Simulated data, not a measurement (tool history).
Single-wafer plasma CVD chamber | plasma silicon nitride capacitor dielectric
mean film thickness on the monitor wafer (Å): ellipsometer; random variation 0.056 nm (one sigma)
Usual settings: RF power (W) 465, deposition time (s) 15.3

run    hour  RF power (W)  deposition time (s)  wafers since the last listed run  hours since the last RF generator calibration  hours since the showerhead was replaced  hours since the gauge calibration  read-back reference wafer on the same gauge, thickness_nm  mean film thickness on the monitor wafer (Å)
  1       0           465                 15.3                                 0                                         2318.8                                   7094.7                              764.3                                                     21.507                                        253.56
  2    19.1           465                 15.3                               975                                         2337.9                                   7113.8                              783.4                                                     21.501                                        255.58
  3    33.9           440                 15.3                               756                                         2352.7                                   7128.6                              798.2                                                     21.501                                        249.83
  4    50.1           515                 15.3                               827                                         2368.9                                   7144.8                              814.4                                                     21.514                                        263.16
  5    71.8           515                 15.3                              1108                                         2390.6                                   7166.5                              836.1                                                     21.524                                        263.11
  6    91.4           465                 15.3                              1001                                         2410.2                                   7186.1                              855.7                                                     21.501                                        254.77
  7   105.2           465                 15.3                               705                                           2424                                   7199.9                              869.5                                                     21.501                                        254.62
  8   125.9           465                 15.3                              1057                                         2444.7                                   7220.6                              890.2                                                      21.51                                        254.51
  9     157           415                 15.3                              1588                                         2475.8                                   7251.7                              921.3                                                     21.482                                        244.71
 10   184.8           415                 15.3                              1420                                         2503.6                                   7279.5                              949.1                                                     21.496                                         245.4
 11   208.7           415                 15.3                              1221                                         2527.5                                   7303.4                                973                                                     21.489                                        246.21
 12   230.6           520                 15.3                              1118                                         2549.4                                   7325.3                              994.9                                                     21.504                                        263.24
 13   260.4           520                 15.3                              1522                                         2579.2                                   7355.1                             1024.7                                                     21.502                                        264.83
 14   292.2           465                   17                              1624                                           2611                                   7386.9                             1056.5                                                     21.489                                        283.68
 15   326.5           465                 15.3                              1752                                         2645.3                                   7421.2                             1090.8                                                     21.499                                        253.88
 16   348.3           465                 15.3                              1113                                         2667.1                                     7443                             1112.6                                                      21.51                                        255.24
 17   383.9           465                 15.3                              1818                                         2702.7                                   7478.6                             1148.2                                                     21.497                                        254.78
 18   412.9           465                 15.3                              1481                                         2731.7                                   7507.6                             1177.2                                                     21.503                                        254.26
      436.9  -- RF generator calibrated
 19   443.7           400                 15.3                              1164                                            6.8                                   7538.4                               1208                                                     21.502                                        242.18
 20   463.6           465                 15.9                              1016                                           26.7                                   7558.3                             1227.9                                                       21.5                                        265.48
 21   499.1           515                 14.4                              1813                                           62.2                                   7593.8                             1263.4                                                      21.52                                        249.19
 22   525.7           555                 18.3                              1358                                           88.8                                   7620.4                               1290                                                     21.493                                        324.16
 23   543.1           415                 15.3                               888                                          106.2                                   7637.8                             1307.4                                                     21.491                                        245.44
 24   569.3           435                 16.6                              1338                                          132.4                                     7664                             1333.6                                                     21.492                                        270.77
      599.7  -- gauge calibrated
 25     601           495                   14                              1619                                          164.1                                   7695.7                                1.3                                                     21.491                                        237.33
 26   621.6           465                 15.3                              1052                                          184.7                                   7716.3                               21.9                                                     21.504                                        255.13
 27   706.1           520                 17.9                              4317                                          269.2                                   7800.8                              106.4                                                     21.501                                        309.69
 28   723.8           390                 13.6                               904                                          286.9                                   7818.5                              124.1                                                       21.5                                        213.51
 29   748.3           465                 15.3                              1251                                          311.4                                     7843                              148.6                                                     21.504                                        254.63
      815.9  -- showerhead replaced
 30   840.5           405                 17.2                              4301                                          403.6                                     24.6                              240.8                                                     21.496                                        273.35
 31   859.8           420                 15.3                               986                                          422.9                                     43.9                              260.1                                                      21.49                                        246.62
 32   887.3           515                 15.3                              1404                                          450.4                                     71.4                              287.6                                                     21.491                                        263.71
 33   935.2           540                 13.9                              2447                                          498.3                                    119.3                              335.5                                                     21.488                                        242.43
 34   965.8           465                 15.3                              1563                                          528.9                                    149.9                              366.1                                                     21.491                                        254.93
 35   981.5           420                   18                               802                                          544.6                                    165.6                              381.8                                                     21.504                                        289.62
 36    1015           465                 15.3                              1711                                          578.1                                    199.1                              415.3                                                     21.499                                        255.61
 37  1039.1           465                 12.5                              1231                                          602.2                                    223.2                              439.4                                                     21.491                                        207.62
 38  1056.1           410                 12.8                               868                                          619.2                                    240.2                              456.4                                                     21.495                                        203.98
 39  1068.8           375                 12.4                               648                                          631.9                                    252.9                              469.1                                                     21.497                                        192.55
 40  1089.6           465                 15.3                              1062                                          652.7                                    273.7                              489.9                                                     21.496                                        255.47

Forecast each of these 5 alternatives for the next run:
  A  1090           465                 15.3                                20                                          653.1                                    274.1                              490.3                                                          ?                                             ?
  B  1090           390                 14.2                                20                                          653.1                                    274.1                              490.3                                                          ?                                             ?
  C  1090           415                 12.7                                20                                          653.1                                    274.1                              490.3                                                          ?                                             ?
  D  1090           395                   14                                20                                          653.1                                    274.1                              490.3                                                          ?                                             ?
  E  1090           465                 13.1                                20                                          653.1                                    274.1                              490.3                                                          ?                                             ?

run  read-back reference wafer on the same gauge, thickness_nm  mean film thickness on the monitor wafer (Å)
  A                                                     21.508                                        255.23
  B                                                     21.508                                        223.65
  C                                                     21.508                                        204.15
  D                                                     21.508                                        221.43
  E                                                     21.508                                        218.53
Without the tool's hidden state the same runs would have given:
run  mean film thickness on the monitor wafer (Å)
  A                                        255.23
  B                                        223.65
  C                                        204.15
  D                                        221.43
  E                                        218.53

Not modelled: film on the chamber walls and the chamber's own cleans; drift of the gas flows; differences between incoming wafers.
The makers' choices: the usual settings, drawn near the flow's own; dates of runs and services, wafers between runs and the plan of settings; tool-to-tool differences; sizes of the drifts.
